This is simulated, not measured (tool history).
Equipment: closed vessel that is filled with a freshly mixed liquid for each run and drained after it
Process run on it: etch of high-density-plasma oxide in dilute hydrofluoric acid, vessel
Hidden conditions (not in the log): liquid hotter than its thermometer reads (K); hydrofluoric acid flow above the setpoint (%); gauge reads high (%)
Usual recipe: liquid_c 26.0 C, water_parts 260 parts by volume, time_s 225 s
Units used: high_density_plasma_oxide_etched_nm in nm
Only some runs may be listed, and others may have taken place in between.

| run | day | liquid_c | water_parts | time_s | wafers since the last listed run | hours since the thermometer was replaced | hours since the hydrofluoric acid flow meter was replaced | hours since the gauge calibration | read-back film thickness of the high-density-plasma oxide reference wafer, read on the same gauge (nm) | high_density_plasma_oxide_etched_nm |
|---|---|---|---|---|---|---|---|---|---|---|
| 1 | 0.000 | 26.0 | 325 | 135 | 0 | 951.9 | 433.8 | 178.0 | 80.023 | 1.928 |
| 2 | 0.625 | 26.0 | 325 | 135 | 1394 | 966.9 | 448.8 | 193.0 | 80.032 | 1.895 |
| 3 | 1.062 | 26.0 | 325 | 135 | 976 | 977.4 | 459.3 | 203.5 | 80.021 | 1.901 |
| 4 | 1.383 | 26.0 | 330 | 290 | 716 | 985.1 | 467.0 | 211.2 | 79.993 | 3.928 |
| 5 | 1.879 | 26.0 | 260 | 225 | 1106 | 997.0 | 478.9 | 223.1 | 80.007 | 4.310 |
| 6 | 2.354 | 26.0 | 260 | 225 | 1060 | 1008.4 | 490.3 | 234.5 | 80.035 | 4.274 |
| 7 | 3.092 | 26.0 | 260 | 225 | 1646 | 1026.1 | 508.0 | 252.2 | 80.039 | 4.154 |
| 8 | 3.721 | 26.0 | 260 | 225 | 1404 | 1041.2 | 523.1 | 267.3 | 80.027 | 4.205 |
| 9 | 4.129 | 26.0 | 260 | 225 | 911 | 1051.0 | 532.9 | 277.1 | 80.008 | 4.201 |
|  | 4.400 | gauge calibrated |
| 10 | 4.425 | 26.0 | 260 | 225 | 660 | 1058.1 | 540.0 | 0.6 | 79.979 | 4.234 |
| 11 | 4.725 | 26.0 | 260 | 315 | 669 | 1065.3 | 547.2 | 7.8 | 79.992 | 5.942 |
| 12 | 5.129 | 26.0 | 260 | 315 | 902 | 1075.0 | 556.9 | 17.5 | 79.999 | 5.933 |
|  | 5.417 | hydrofluoric acid flow meter replaced |
| 13 | 5.746 | 26.0 | 260 | 225 | 1283 | 1089.8 | 7.9 | 32.3 | 79.963 | 4.259 |
| 14 | 6.029 | 26.0 | 385 | 225 | 632 | 1096.6 | 14.7 | 39.1 | 79.974 | 2.536 |
| 15 | 6.388 | 26.0 | 260 | 225 | 799 | 1105.2 | 23.3 | 47.7 | 79.973 | 4.304 |
| 16 | 6.988 | 29.5 | 340 | 305 | 1339 | 1119.6 | 37.7 | 62.1 | 80.003 | 4.545 |
|  | 7.354 | thermometer replaced |
| 17 | 7.400 | 30.0 | 335 | 225 | 827 | 1.1 | 47.6 | 72.0 | 79.982 | 3.486 |
| 18 | 7.946 | 26.0 | 260 | 145 | 1218 | 14.2 | 60.7 | 85.1 | 80.056 | 2.756 |
| 19 | 8.375 | 26.0 | 260 | 290 | 957 | 24.5 | 71.0 | 95.4 | 79.991 | 5.457 |
| 20 | 8.883 | 26.0 | 260 | 300 | 1134 | 36.7 | 83.2 | 107.6 | 80.033 | 5.657 |
| 21 | 9.571 | 27.5 | 360 | 225 | 1534 | 53.2 | 99.7 | 124.1 | 80.005 | 2.848 |
| 22 | 10.017 | 26.0 | 260 | 225 | 995 | 63.9 | 110.4 | 134.8 | 80.021 | 4.230 |
| 23 | 10.662 | 22.0 | 260 | 90 | 1441 | 79.4 | 125.9 | 150.3 | 80.042 | 1.451 |
| 24 | 10.988 | 22.0 | 375 | 225 | 725 | 87.2 | 133.7 | 158.1 | 80.037 | 2.286 |
| 25 | 11.317 | 26.0 | 260 | 315 | 734 | 95.1 | 141.6 | 166.0 | 80.019 | 5.925 |
| 26 | 11.750 | 30.0 | 305 | 175 | 967 | 105.5 | 152.0 | 176.4 | 79.984 | 3.047 |

The tool's hidden state at each run:
liquid hotter than its thermometer reads (K): 0 across all the runs
hydrofluoric acid flow above the setpoint (%): 0 across all the runs
gauge reads high (%): 0 across all the runs
